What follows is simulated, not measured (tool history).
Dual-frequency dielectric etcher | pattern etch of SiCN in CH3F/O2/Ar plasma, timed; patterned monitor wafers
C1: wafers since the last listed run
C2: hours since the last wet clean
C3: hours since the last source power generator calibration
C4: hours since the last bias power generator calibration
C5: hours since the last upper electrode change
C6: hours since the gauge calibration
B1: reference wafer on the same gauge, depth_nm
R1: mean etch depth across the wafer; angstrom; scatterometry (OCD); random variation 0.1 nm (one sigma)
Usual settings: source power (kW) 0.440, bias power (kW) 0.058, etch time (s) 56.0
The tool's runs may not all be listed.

run 1 day=0.000 | source_power_(kW)=0.440 bias_power_(kW)=0.058 etch_time_(s)=56.0 | C1=0 C2=268.5 C3=2550.6 C4=2850.9 C5=2233.2 C6=666.1 | B1=18.79 | R1=211.2
run 2 day=2.525 | source_power_(kW)=0.440 bias_power_(kW)=0.058 etch_time_(s)=56.0 | C1=492 C2=329.1 C3=2611.2 C4=2911.5 C5=2293.8 C6=726.7 | B1=18.78 | R1=210.7
run 3 day=4.612 | source_power_(kW)=0.440 bias_power_(kW)=0.058 etch_time_(s)=56.0 | C1=406 C2=379.2 C3=2661.3 C4=2961.6 C5=2343.9 C6=776.8 | B1=18.78 | R1=210.8
run 4 day=7.025 | source_power_(kW)=0.440 bias_power_(kW)=0.058 etch_time_(s)=56.0 | C1=470 C2=437.1 C3=2719.2 C4=3019.5 C5=2401.8 C6=834.7 | B1=18.81 | R1=211.6
-- day=12.654 wet clean of the chamber
run 5 day=14.646 | source_power_(kW)=0.440 bias_power_(kW)=0.058 etch_time_(s)=56.0 | C1=1290 C2=47.8 C3=2902.1 C4=3202.4 C5=2584.7 C6=1017.6 | B1=18.78 | R1=211.8
run 6 day=15.862 | source_power_(kW)=0.440 bias_power_(kW)=0.058 etch_time_(s)=56.0 | C1=237 C2=77.0 C3=2931.3 C4=3231.6 C5=2613.9 C6=1046.8 | B1=18.81 | R1=211.5
run 7 day=17.271 | source_power_(kW)=0.440 bias_power_(kW)=0.058 etch_time_(s)=56.0 | C1=274 C2=110.8 C3=2965.1 C4=3265.4 C5=2647.7 C6=1080.6 | B1=18.80 | R1=209.9
run 8 day=18.588 | source_power_(kW)=0.440 bias_power_(kW)=0.063 etch_time_(s)=56.0 | C1=256 C2=142.4 C3=2996.7 C4=3297.0 C5=2679.3 C6=1112.2 | B1=18.79 | R1=218.6
run 9 day=19.929 | source_power_(kW)=0.440 bias_power_(kW)=0.063 etch_time_(s)=56.0 | C1=261 C2=174.6 C3=3028.9 C4=3329.2 C5=2711.5 C6=1144.4 | B1=18.80 | R1=218.8
-- day=21.342 bias power generator calibrated
run 10 day=21.900 | source_power_(kW)=0.440 bias_power_(kW)=0.063 etch_time_(s)=56.0 | C1=351 C2=221.9 C3=3076.2 C4=13.4 C5=2758.8 C6=1191.7 | B1=18.80 | R1=216.4
run 11 day=24.571 | source_power_(kW)=0.440 bias_power_(kW)=0.058 etch_time_(s)=48.5 | C1=520 C2=286.0 C3=3140.3 C4=77.5 C5=2822.9 C6=1255.8 | B1=18.79 | R1=181.0
run 12 day=25.846 | source_power_(kW)=0.440 bias_power_(kW)=0.058 etch_time_(s)=48.5 | C1=248 C2=316.6 C3=3170.9 C4=108.1 C5=2853.5 C6=1286.4 | B1=18.81 | R1=180.7
-- day=34.512 wet clean of the chamber
run 13 day=34.533 | source_power_(kW)=0.440 bias_power_(kW)=0.058 etch_time_(s)=48.5 | C1=1498 C2=0.5 C3=3379.4 C4=316.6 C5=3062.0 C6=1494.9 | B1=18.82 | R1=184.5
-- day=35.546 upper electrode replaced
run 14 day=35.825 | source_power_(kW)=0.440 bias_power_(kW)=0.058 etch_time_(s)=56.0 | C1=56 C2=31.5 C3=3410.4 C4=347.6 C5=6.7 C6=1525.9 | B1=18.83 | R1=209.1
-- day=36.712 source power generator calibrated
run 15 day=36.871 | source_power_(kW)=0.470 bias_power_(kW)=0.063 etch_time_(s)=49.5 | C1=171 C2=56.6 C3=3.8 C4=372.7 C5=31.8 C6=1551.0 | B1=18.78 | R1=196.3
run 16 day=39.821 | source_power_(kW)=0.440 bias_power_(kW)=0.058 etch_time_(s)=56.0 | C1=574 C2=127.4 C3=74.6 C4=443.5 C5=102.6 C6=1621.8 | B1=18.78 | R1=210.8
run 17 day=41.967 | source_power_(kW)=0.440 bias_power_(kW)=0.063 etch_time_(s)=56.0 | C1=418 C2=178.9 C3=126.1 C4=495.0 C5=154.1 C6=1673.3 | B1=18.78 | R1=218.5
run 18 day=43.129 | source_power_(kW)=0.440 bias_power_(kW)=0.049 etch_time_(s)=69.5 | C1=226 C2=206.8 C3=154.0 C4=522.9 C5=182.0 C6=1701.2 | B1=18.80 | R1=244.9
-- day=48.788 gauge calibrated
run 19 day=49.900 | source_power_(kW)=0.440 bias_power_(kW)=0.058 etch_time_(s)=56.0 | C1=1319 C2=369.3 C3=316.5 C4=685.4 C5=344.5 C6=26.7 | B1=18.80 | R1=212.1
run 20 day=51.108 | source_power_(kW)=0.440 bias_power_(kW)=0.058 etch_time_(s)=67.5 | C1=235 C2=398.3 C3=345.5 C4=714.4 C5=373.5 C6=55.7 | B1=18.79 | R1=257.1
run 21 day=53.946 | source_power_(kW)=0.440 bias_power_(kW)=0.058 etch_time_(s)=72.5 | C1=553 C2=466.4 C3=413.6 C4=782.5 C5=441.6 C6=123.8 | B1=18.81 | R1=275.1
-- day=55.217 wet clean of the chamber
run 22 day=60.854 | source_power_(kW)=0.540 bias_power_(kW)=0.065 etch_time_(s)=39.5 | C1=1151 C2=135.3 C3=579.4 C4=948.3 C5=607.4 C6=289.6 | B1=18.83 | R1=165.8
run 23 day=63.379 | source_power_(kW)=0.440 bias_power_(kW)=0.050 etch_time_(s)=56.0 | C1=492 C2=195.9 C3=640.0 C4=1008.9 C5=668.0 C6=350.2 | B1=18.82 | R1=199.7
run 24 day=65.954 | source_power_(kW)=0.440 bias_power_(kW)=0.053 etch_time_(s)=44.5 | C1=501 C2=257.7 C3=701.8 C4=1070.7 C5=729.8 C6=412.0 | B1=18.82 | R1=161.7
run 25 day=67.538 | source_power_(kW)=0.440 bias_power_(kW)=0.058 etch_time_(s)=56.0 | C1=308 C2=295.7 C3=739.8 C4=1108.7 C5=767.8 C6=450.0 | B1=18.80 | R1=212.0
run 26 day=68.792 | source_power_(kW)=0.330 bias_power_(kW)=0.067 etch_time_(s)=45.5 | C1=244 C2=325.8 C3=769.9 C4=1138.8 C5=797.9 C6=480.1 | B1=18.76 | R1=162.8
run 27 day=69.908 | source_power_(kW)=0.330 bias_power_(kW)=0.047 etch_time_(s)=72.0 | C1=217 C2=352.6 C3=796.7 C4=1165.6 C5=824.7 C6=506.9 | B1=18.79 | R1=227.1
run 28 day=71.779 | source_power_(kW)=0.370 bias_power_(kW)=0.050 etch_time_(s)=64.5 | C1=364 C2=397.5 C3=841.6 C4=1210.5 C5=869.6 C6=551.8 | B1=18.80 | R1=216.2
run 29 day=73.742 | source_power_(kW)=0.340 bias_power_(kW)=0.046 etch_time_(s)=56.0 | C1=382 C2=444.6 C3=888.7 C4=1257.6 C5=916.7 C6=598.9 | B1=18.81 | R1=176.4
-- day=77.992 wet clean of the chamber
run 30 day=78.012 | source_power_(kW)=0.440 bias_power_(kW)=0.058 etch_time_(s)=56.0 | C1=637 C2=0.5 C3=991.2 C4=1360.1 C5=1019.2 C6=701.4 | B1=18.78 | R1=211.9

How the hidden state differs across the entries between the runs, from the last listed run before each to the first after it:
Between runs 4 and 5: wet clean of the chamber (day 12.654)
  no hidden state differs between the two runs
Between runs 9 and 10: bias power generator calibrated (day 21.342)
  no hidden state differs between the two runs
Between runs 12 and 13: wet clean of the chamber (day 34.512)
  no hidden state differs between the two runs
Between runs 13 and 14: upper electrode replaced (day 35.546)
  no hidden state differs between the two runs
Between runs 14 and 15: source power generator calibrated (day 36.712)
  no hidden state differs between the two runs
Between runs 18 and 19: gauge calibrated (day 48.788)
  no hidden state differs between the two runs
Between runs 21 and 22: wet clean of the chamber (day 55.217)
  no hidden state differs between the two runs
Between runs 29 and 30: wet clean of the chamber (day 77.992)
  no hidden state differs between the two runs
